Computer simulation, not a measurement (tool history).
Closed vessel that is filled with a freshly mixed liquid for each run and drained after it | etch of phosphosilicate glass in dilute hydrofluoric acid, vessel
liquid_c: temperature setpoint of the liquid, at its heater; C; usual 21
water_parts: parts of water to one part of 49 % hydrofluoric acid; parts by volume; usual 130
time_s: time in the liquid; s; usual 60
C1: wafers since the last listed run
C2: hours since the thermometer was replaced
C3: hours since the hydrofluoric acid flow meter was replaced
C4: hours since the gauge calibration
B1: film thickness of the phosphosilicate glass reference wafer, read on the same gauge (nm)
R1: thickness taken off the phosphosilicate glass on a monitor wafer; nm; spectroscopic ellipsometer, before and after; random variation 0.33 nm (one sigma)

Run 1, hour 0: usual settings; C1 0; C2 1969.3; C3 1167.8; C4 207.9; B1 120. Result: R1 69.94 nm.
Run 2, hour 34.2: usual settings; C1 4993; C2 2003.5; C3 1202; C4 242.1; B1 120. Result: R1 70.52 nm.
Run 3, hour 59.8: usual settings; C1 3738; C2 2029.1; C3 1227.6; C4 267.7; B1 120. Result: R1 69.6 nm.
Run 4, hour 72.6: usual settings; C1 1869; C2 2041.9; C3 1240.4; C4 280.5; B1 120.01. Result: R1 70.27 nm.
Run 5, hour 90.9: usual settings but water_parts 175 parts by volume; C1 2672; C2 2060.2; C3 1258.7; C4 298.8; B1 120.01. Result: R1 49.88 nm.
Run 6, hour 141.2: usual settings but liquid_c 22 C; C1 7344; C2 2110.5; C3 1309; C4 349.1; B1 119.99. Result: R1 72.78 nm.
Run 7, hour 171.6: usual settings but liquid_c 22 C; C1 4438; C2 2140.9; C3 1339.4; C4 379.5; B1 119.99. Result: R1 73.04 nm.
Run 8, hour 255.2: usual settings; C1 12207; C2 2224.5; C3 1423; C4 463.1; B1 120.03. Result: R1 69.98 nm.
Run 9, hour 283.6: usual settings; C1 4146; C2 2252.9; C3 1451.4; C4 491.5; B1 119.99. Result: R1 70.92 nm.
Run 10, hour 304.4: usual settings; C1 3037; C2 2273.7; C3 1472.2; C4 512.3; B1 120. Result: R1 69.91 nm.
Run 11, hour 322.6: usual settings but time_s 35 s; C1 2657; C2 2291.9; C3 1490.4; C4 530.5; B1 119.99. Result: R1 40.89 nm.
Run 12, hour 348.4: usual settings; C1 3767; C2 2317.7; C3 1516.2; C4 556.3; B1 120.01. Result: R1 70.14 nm.
Run 13, hour 379: usual settings; C1 4468; C2 2348.3; C3 1546.8; C4 586.9; B1 120.01. Result: R1 70.24 nm.
Run 14, hour 412.9: usual settings; C1 4950; C2 2382.2; C3 1580.7; C4 620.8; B1 120. Result: R1 70.24 nm.
Run 15, hour 425.9: usual settings but liquid_c 23 C, water_parts 165 parts by volume, time_s 40 s; C1 1898; C2 2395.2; C3 1593.7; C4 633.8; B1 119.97. Result: R1 38.12 nm.
Run 16, hour 453.5: usual settings but liquid_c 17.5 C; C1 4030; C2 2422.8; C3 1621.3; C4 661.4; B1 119.99. Result: R1 61.43 nm.
At hour 488.1: gauge calibrated.
Run 17, hour 488.3: usual settings but liquid_c 24.5 C, water_parts 190 parts by volume; C1 5081; C2 2457.6; C3 1656.1; C4 0.2; B1 120. Result: R1 51.31 nm.
Run 18, hour 500.6: usual settings; C1 1796; C2 2469.9; C3 1668.4; C4 12.5; B1 120.01. Result: R1 69.93 nm.
Run 19, hour 528.7: usual settings; C1 4103; C2 2498; C3 1696.5; C4 40.6; B1 119.99. Result: R1 70.12 nm.
Run 20, hour 561.3: usual settings; C1 4760; C2 2530.6; C3 1729.1; C4 73.2; B1 119.99. Result: R1 70.73 nm.
Run 21, hour 579.5: usual settings but water_parts 170 parts by volume; C1 2657; C2 2548.8; C3 1747.3; C4 91.4; B1 120.01. Result: R1 51.25 nm.
Run 22, hour 615.3: usual settings but liquid_c 25.5 C, time_s 40 s; C1 5227; C2 2584.6; C3 1783.1; C4 127.2; B1 120.01. Result: R1 55.79 nm.
Run 23, hour 634.4: usual settings but liquid_c 24 C, water_parts 150 parts by volume, time_s 80 s; C1 2788; C2 2603.7; C3 1802.2; C4 146.3; B1 120.01. Result: R1 89.25 nm.
At hour 656.4: thermometer replaced.
Run 24, hour 667: usual settings but liquid_c 17 C, time_s 70 s; C1 4614; C2 10.6; C3 1834.8; C4 178.9; B1 120.01. Result: R1 69.43 nm.
Run 25, hour 691.8: usual settings; C1 3621; C2 35.4; C3 1859.6; C4 203.7; B1 120. Result: R1 71.01 nm.
Run 26, hour 723.6: usual settings but liquid_c 22 C; C1 4643; C2 67.2; C3 1891.4; C4 235.5; B1 120. Result: R1 72.98 nm.
At hour 738.6: hydrofluoric acid flow meter replaced.
Run 27, hour 745.1: usual settings but water_parts 185 parts by volume; C1 2993; C2 88.7; C3 6.5; C4 257; B1 120. Result: R1 46.57 nm.
Run 28, hour 771.2: usual settings but water_parts 105 parts by volume, time_s 45 s; C1 3811; C2 114.8; C3 32.6; C4 283.1; B1 120. Result: R1 67.57 nm.
Run 29, hour 874.4: usual settings but liquid_c 25 C, water_parts 80 parts by volume, time_s 85 s; C1 15069; C2 218; C3 135.8; C4 386.3; B1 120.01. Result: R1 199.06 nm.
Run 30, hour 966.7: usual settings but water_parts 75 parts by volume, time_s 80 s; C1 13477; C2 310.3; C3 228.1; C4 478.6; B1 120. Result: R1 173.19 nm.
Run 31, hour 997.2: usual settings; C1 4453; C2 340.8; C3 258.6; C4 509.1; B1 120. Result: R1 69.8 nm.

The tool's hidden state at each run:
liquid colder than its thermometer reads (K): 0 in every run
hydrofluoric acid flow below the setpoint (%): 0 in every run
gauge reads high (%): 0 in every run
